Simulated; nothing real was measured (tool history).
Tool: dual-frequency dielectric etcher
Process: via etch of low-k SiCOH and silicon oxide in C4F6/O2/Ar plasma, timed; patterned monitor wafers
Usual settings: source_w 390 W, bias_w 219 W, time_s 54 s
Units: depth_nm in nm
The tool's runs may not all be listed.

run,hour,source_w,bias_w,time_s,wafers since the last listed run,hours since the last wet clean,hours since the last source power generator calibration,hours since the last bias power generator calibration,hours since the last upper electrode change,hours since the gauge calibration,"read-back reference wafer on the same gauge, depth_nm",depth_nm
1,0,390,254,54,0,156.4,1612.3,1181.7,1596.4,1069.7,140.9,170.6
2,52.7,390,254,54,755,209.1,1665,1234.4,1649.1,1122.4,141.1,170.3
# hour 207.6: bias power generator calibrated
3,217.8,390,219,54,2308,374.2,1830.1,10.2,1814.2,1287.5,141.1,162.5
4,294.8,390,219,54,1103,451.2,1907.1,87.2,1891.2,1364.5,141.1,161.6
5,356.8,390,219,54,888,513.2,1969.1,149.2,1953.2,1426.5,141,163.5
# hour 413: wet clean of the chamber
6,413.5,430,219,54,468,0.5,2025.8,205.9,2009.9,1483.2,141.2,171.8
7,458.7,430,219,54,647,45.7,2071,251.1,2055.1,1528.4,141,170.8
8,531.1,430,219,54,1037,118.1,2143.4,323.5,2127.5,1600.8,141.1,169.7
9,637.6,390,183,54,1526,224.6,2249.9,430,2234,1707.3,141.1,156.3
10,745.4,390,183,54,1544,332.4,2357.7,537.8,2341.8,1815.1,141,156.2
11,849.4,390,183,54,1490,436.4,2461.7,641.8,2445.8,1919.1,141.1,154.5
# hour 915.2: wet clean of the chamber
12,1069.2,390,219,54,2805,154,2681.5,861.6,2665.6,2138.9,140.8,163.7
13,1129,390,184,62,856,213.8,2741.3,921.4,2725.4,2198.7,140.9,179.5
# hour 1157.1: upper electrode replaced
14,1213.4,320,219,59,865,298.2,2825.7,1005.8,56.3,2283.1,141.2,167
15,1309.3,450,258,44,1374,394.1,2921.6,1101.7,152.2,2379,141,144.9
# hour 1328.2: source power generator calibrated
16,1364.8,480,260,65.5,737,449.6,36.6,1157.2,207.7,2434.5,141,220.6
# hour 1455.4: wet clean of the chamber
17,1455.9,390,219,54,961,0.5,127.7,1248.3,298.8,2525.6,141.1,163.7
18,1510,360,182,43,775,54.6,181.8,1302.4,352.9,2579.7,140.8,121.5
# hour 1572.8: gauge calibrated
19,1590.8,300,178,68.5,1157,135.4,262.6,1383.2,433.7,18,141.1,180.7
20,1647.9,390,219,59,818,192.5,319.7,1440.3,490.8,75.1,140.9,179
21,1705.3,390,187,61,822,249.9,377.1,1497.7,548.2,132.5,141.1,178
# hour 1722.3: bias power generator calibrated
22,1748.6,390,219,54,563,293.2,420.4,26.3,591.5,175.8,141,163.2
23,1851.7,460,266,65,1477,396.3,523.5,129.4,694.6,278.9,140.9,217.9
24,1910.1,490,263,54,836,454.7,581.9,187.8,753,337.3,140.9,183.9
25,1982.2,350,219,54,1033,526.8,654,259.9,825.1,409.4,141.1,156.7
26,2058.9,430,202,54,1099,603.5,730.7,336.6,901.8,486.1,140.9,163.8
# hour 2083.8: wet clean of the chamber
27,2098.3,390,219,40,220,14.5,770.1,376,941.2,525.5,141,122.1
28,2187.4,290,219,54,1276,103.6,859.2,465.1,1030.3,614.6,141,149.3
29,2245.4,390,173,61,831,161.6,917.2,523.1,1088.3,672.6,141,173.2
30,2297.5,390,183,54,746,213.7,969.3,575.2,1140.4,724.7,140.8,156

Forecast each of these 3 alternatives for the next run:
A,2297.9,390,219,54,5,214.1,969.7,575.6,1140.8,725.1,?,?
B,2297.9,290,254,42.5,5,214.1,969.7,575.6,1140.8,725.1,?,?
C,2297.9,390,187,54,5,214.1,969.7,575.6,1140.8,725.1,?,?

run,"read-back reference wafer on the same gauge, depth_nm",depth_nm
A,141,163.9
B,141,122.4
C,141,157.2
Without the tool's hidden state the same runs would have given:
run,depth_nm
A,165
B,123.3
C,158.3
